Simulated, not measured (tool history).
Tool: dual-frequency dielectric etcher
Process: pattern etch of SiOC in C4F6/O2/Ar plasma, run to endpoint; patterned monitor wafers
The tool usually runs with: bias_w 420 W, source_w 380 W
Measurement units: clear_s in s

run     day  bias_w  source_w  wafers since the last listed run  hours since the last wet clean  hours since the last bias power generator calibration  hours since the last source power generator calibration  hours since the last upper electrode change  incoming incoming film thickness, nm  clear_s
  1   0.000     420       380                                 0                           215.2                                                 1655.3                                                   3670.3                                       2172.7                                 34.54     12.6
  2   1.217     370       380                               703                           244.4                                                 1684.5                                                   3699.5                                       2201.9                                 34.76     13.1
  3   2.654     370       380                               830                           278.9                                                 1719.0                                                   3734.0                                       2236.4                                 34.56     13.1
  4   3.158     467       380                               291                           291.0                                                 1731.1                                                   3746.1                                       2248.5                                 35.23     12.4
  5   3.912     467       380                               435                           309.1                                                 1749.2                                                   3764.2                                       2266.6                                 35.19     12.4
  6   5.329     420       380                               818                           343.1                                                 1783.2                                                   3798.2                                       2300.6                                 35.25     12.9
  7   6.754     420       380                               823                           377.3                                                 1817.4                                                   3832.4                                       2334.8                                 34.96     12.8
      8.271  -- upper electrode replaced
  8   8.292     420       380                               310                           414.2                                                 1854.3                                                   3869.3                                          0.5                                 34.74     12.8
  9  10.608     420       380                              1338                           469.8                                                 1909.9                                                   3924.9                                         56.1                                 34.46     12.7
 10  11.850     420       380                               717                           499.6                                                 1939.7                                                   3954.7                                         85.9                                 34.27     12.6
 11  12.921     473       380                               618                           525.3                                                 1965.4                                                   3980.4                                        111.6                                 34.98     12.4
 12  13.454     420       380                               308                           538.1                                                 1978.2                                                   3993.2                                        124.4                                 34.95     12.9
 13  14.375     453       350                               532                           560.2                                                 2000.3                                                   4015.3                                        146.5                                 34.90     13.0
     16.038  -- wet clean of the chamber
 14  16.058     420       380                               394                             0.5                                                 2040.7                                                   4055.7                                        186.9                                 34.70     12.5
 15  16.762     420       380                               406                            17.4                                                 2057.6                                                   4072.6                                        203.8                                 34.84     12.5
 16  18.117     420       380                               782                            49.9                                                 2090.1                                                   4105.1                                        236.3                                 34.81     12.6
 17  19.338     420       380                               705                            79.2                                                 2119.4                                                   4134.4                                        265.6                                 34.52     12.5
 18  20.246     453       350                               524                           101.0                                                 2141.2                                                   4156.2                                        287.4                                 35.06     12.8
     21.725  -- bias power generator calibrated
 19  21.746     420       460                               770                           137.0                                                    0.5                                                   4192.2                                        323.4                                 34.86     11.8
 20  22.338     520       310                               341                           151.2                                                   14.7                                                   4206.4                                        337.6                                 34.80     12.8
 21  23.154     496       470                               471                           170.8                                                   34.3                                                   4226.0                                        357.2                                 34.63     11.1
     23.825  -- source power generator calibrated
 22  24.046     490       320                               418                           192.2                                                   55.7                                                      5.3                                        378.6                                 34.68     12.9
 23  24.925     420       380                               508                           213.3                                                   76.8                                                     26.4                                        399.7                                 34.51     12.5
 24  25.496     523       450                               329                           227.0                                                   90.5                                                     40.1                                        413.4                                 35.10     11.3
 25  26.279     486       430                               452                           245.8                                                  109.3                                                     58.9                                        432.2                                 35.01     11.7
 26  27.104     420       380                               476                           265.6                                                  129.1                                                     78.7                                        452.0                                 34.95     12.7
 27  27.996     524       410                               515                           287.0                                                  150.5                                                    100.1                                        473.4                                 34.71     11.6
 28  28.821     456       450                               476                           306.8                                                  170.3                                                    119.9                                        493.2                                 34.68     11.7
 29  29.325     496       450                               291                           318.9                                                  182.4                                                    132.0                                        505.3                                 35.20     11.6
 30  30.071     321       290                               431                           336.8                                                  200.3                                                    149.9                                        523.2                                 34.64     15.0
 31  31.050     379       290                               565                           360.3                                                  223.8                                                    173.4                                        546.7                                 34.96     14.5
 32  32.354     420       470                               753                           391.6                                                  255.1                                                    204.7                                        578.0                                 34.48     11.8
 33  32.942     512       410                               339                           405.7                                                  269.2                                                    218.8                                        592.1                                 34.55     11.7
 34  33.892     520       380                               549                           428.5                                                  292.0                                                    241.6                                        614.9                                 35.06     12.1
     35.692  -- wet clean of the chamber
 35  35.712     496       470                               474                             0.5                                                  335.7                                                    285.3                                        658.6                                 34.75     11.1

Hidden condition of the tool, last listed run before each entry between runs versus first listed run after:
Between runs 7 and 8: upper electrode replaced (day 8.271)
  etch rate over this chamber's usual, %: -1.99 -> -2.21
  the result without the hidden state subtracted from the measured one, clear_s: +0.2 -> +0.3 s
Between runs 13 and 14: wet clean of the chamber (day 16.038)
  etch rate over this chamber's usual, %: -3.05 -> -0.128
  the result without the hidden state subtracted from the measured one, clear_s: +0.4 -> +0.0 s
Between runs 18 and 19: bias power generator calibrated (day 21.725)
  etch rate over this chamber's usual, %: -0.709 -> -0.918
  the result without the hidden state subtracted from the measured one, clear_s: +0.1 -> +0.1 s
Between runs 21 and 22: source power generator calibrated (day 23.825)
  etch rate over this chamber's usual, %: -1.11 -> -1.24
  the result without the hidden state subtracted from the measured one, clear_s: +0.1 -> +0.2 s
Between runs 34 and 35: wet clean of the chamber (day 35.692)
  etch rate over this chamber's usual, %: -2.61 -> -0.113
  the result without the hidden state subtracted from the measured one, clear_s: +0.3 -> +0.0 s
